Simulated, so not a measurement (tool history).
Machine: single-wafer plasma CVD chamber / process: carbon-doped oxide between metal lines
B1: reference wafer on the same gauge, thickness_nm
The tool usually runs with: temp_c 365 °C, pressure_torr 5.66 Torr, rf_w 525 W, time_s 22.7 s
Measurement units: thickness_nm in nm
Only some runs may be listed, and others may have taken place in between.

run 1 day=0 | temp_c=365 pressure_torr=5.66 rf_w=500 time_s=22.7 | B1=118.471 | thickness_nm=120.946
run 2 day=0.438 | temp_c=365 pressure_torr=5.66 rf_w=500 time_s=22.7 | B1=118.529 | thickness_nm=120.494
run 3 day=0.817 | temp_c=365 pressure_torr=5.66 rf_w=500 time_s=22.7 | B1=118.48 | thickness_nm=120.577
run 4 day=1.2 | temp_c=365 pressure_torr=5.66 rf_w=525 time_s=22.7 | B1=118.496 | thickness_nm=122.897
run 5 day=1.521 | temp_c=365 pressure_torr=5.66 rf_w=525 time_s=22.7 | B1=118.602 | thickness_nm=122.587
run 6 day=2.142 | temp_c=365 pressure_torr=5.66 rf_w=570 time_s=22.7 | B1=118.549 | thickness_nm=126.35
run 7 day=2.783 | temp_c=365 pressure_torr=5.66 rf_w=525 time_s=22.7 | B1=118.595 | thickness_nm=122.906
run 8 day=3.521 | temp_c=365 pressure_torr=5.66 rf_w=525 time_s=22.7 | B1=118.617 | thickness_nm=122.988
-- day=4.142 RF generator calibrated
-- day=4.396 thermocouple changed; heater temperature recalibrated
-- day=5.058 capacitance manometer re-zeroed and calibrated
run 9 day=5.079 | temp_c=365 pressure_torr=5.66 rf_w=525 time_s=22.7 | B1=118.731 | thickness_nm=122.87
-- day=5.467 gauge calibrated
run 10 day=5.492 | temp_c=365 pressure_torr=5.66 rf_w=525 time_s=22.7 | B1=118.11 | thickness_nm=122.52
run 11 day=5.975 | temp_c=365 pressure_torr=5.66 rf_w=450 time_s=22.7 | B1=118.048 | thickness_nm=116.304
-- day=6.783 showerhead replaced
run 12 day=6.804 | temp_c=365 pressure_torr=5.66 rf_w=450 time_s=22.7 | B1=118.113 | thickness_nm=116.131
run 13 day=6.883 | temp_c=365 pressure_torr=6.57 rf_w=525 time_s=18.2 | B1=118.059 | thickness_nm=100.31
run 14 day=7.6 | temp_c=354 pressure_torr=6.43 rf_w=460 time_s=24.2 | B1=118.146 | thickness_nm=130.297
run 15 day=8.021 | temp_c=365 pressure_torr=5.66 rf_w=500 time_s=22.7 | B1=118.203 | thickness_nm=120.471

Run 16 has not been measured yet. What should we expect?
run 16 day=8.275 | temp_c=358 pressure_torr=5.66 rf_w=565 time_s=22.7 | B1=? | thickness_nm=?

{"run 16": {"B1": 118.082, "thickness_nm": 127.761}}
Take away the tool's hidden state, keep the run-to-run variation as it was, and the same run would have given thickness_nm 127.558 nm.
